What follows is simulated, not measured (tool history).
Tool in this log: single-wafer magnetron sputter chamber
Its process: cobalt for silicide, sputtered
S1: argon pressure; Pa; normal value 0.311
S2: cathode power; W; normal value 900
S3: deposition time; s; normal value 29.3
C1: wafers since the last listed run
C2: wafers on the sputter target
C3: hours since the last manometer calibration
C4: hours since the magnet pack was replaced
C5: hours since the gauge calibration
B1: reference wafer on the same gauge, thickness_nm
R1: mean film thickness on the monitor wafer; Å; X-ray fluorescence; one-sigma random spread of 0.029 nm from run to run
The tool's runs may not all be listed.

run,hour,S1,S2,S3,C1,C2,C3,C4,C5,B1,R1
1,0.0,0.311,900,29.3,0,1684,531.8,9841.2,265.4,13.822,120.52
2,101.1,0.311,900,29.3,2442,4126,632.9,9942.3,366.5,13.794,120.34
3,133.1,0.311,900,29.3,772,4899,664.9,9974.3,398.5,13.786,120.29
4,199.2,0.367,900,29.3,1596,6496,731.0,10040.4,464.6,13.773,117.42
# hour 245.7: sputter target and shields replaced
5,268.1,0.367,900,29.3,1471,540,799.9,10109.3,533.5,13.746,117.18
6,296.5,0.367,900,29.3,686,1226,828.3,10137.7,561.9,13.734,117.15
7,337.6,0.311,1050,29.3,992,2219,869.4,10178.8,603.0,13.710,139.44
8,390.2,0.311,1050,29.3,1270,3490,922.0,10231.4,655.6,13.699,139.47
9,447.6,0.311,900,29.3,1386,4876,979.4,10288.8,713.0,13.693,119.45
# hour 501.7: magnet pack replaced
# hour 511.4: gauge calibrated
10,519.4,0.311,900,29.3,1541,6417,1051.2,17.7,8.0,13.938,121.46
# hour 540.5: sputter target and shields replaced
11,556.4,0.311,900,29.3,700,383,1088.2,54.7,45.0,13.931,121.64
12,610.2,0.311,900,29.3,1299,1682,1142.0,108.5,98.8,13.906,121.29
# hour 661.9: capacitance manometer re-zeroed and calibrated
13,704.8,0.406,750,32.0,2091,3774,42.9,203.1,193.4,13.883,106.20
14,754.5,0.311,900,29.3,1200,4975,92.6,252.8,243.1,13.869,120.57
15,810.9,0.311,800,23.5,1362,6337,149.0,309.2,299.5,13.838,86.08
# hour 828.4: sputter target and shields replaced
16,837.3,0.382,900,29.3,444,213,175.4,335.6,325.9,13.842,117.28
17,868.9,0.311,900,29.3,763,977,207.0,367.2,357.5,13.822,120.44
18,938.7,0.311,900,29.3,1686,2663,276.8,437.0,427.3,13.813,120.51
19,1003.0,0.311,900,29.3,1553,4216,341.1,501.3,491.6,13.791,119.99
20,1028.2,0.357,700,26.5,608,4825,366.3,526.5,516.8,13.784,83.25
21,1077.9,0.252,900,25.4,1200,6025,416.0,576.2,566.5,13.780,105.97
22,1120.0,0.347,900,29.3,1016,7042,458.1,618.3,608.6,13.760,117.83
# hour 1144.2: sputter target and shields replaced
23,1147.6,0.311,900,24.2,473,82,485.7,645.9,636.2,13.751,98.89
24,1193.4,0.252,900,25.4,1106,1188,531.5,691.7,682.0,13.728,106.37
25,1230.5,0.417,900,29.3,896,2085,568.6,728.8,719.1,13.720,114.27

Consider 4 possible next runs. They are alternatives, not a sequence: every one starts from the tool as it was left by run 25. What does each give?
A,1230.9,0.270,900,29.3,9,2094,569.0,729.2,719.5,?,?
B,1230.9,0.232,900,25.1,9,2094,569.0,729.2,719.5,?,?
C,1230.9,0.263,850,26.5,9,2094,569.0,729.2,719.5,?,?
D,1230.9,0.311,1100,29.3,9,2094,569.0,729.2,719.5,?,?

run,B1,R1
A,13.723,121.53
B,13.723,105.68
C,13.723,104.09
D,13.723,146.17
With the hidden condition removed and each run's random variation left untouched, the same runs would have given:
run,R1
A,123.11
B,107.05
C,105.45
D,148.07
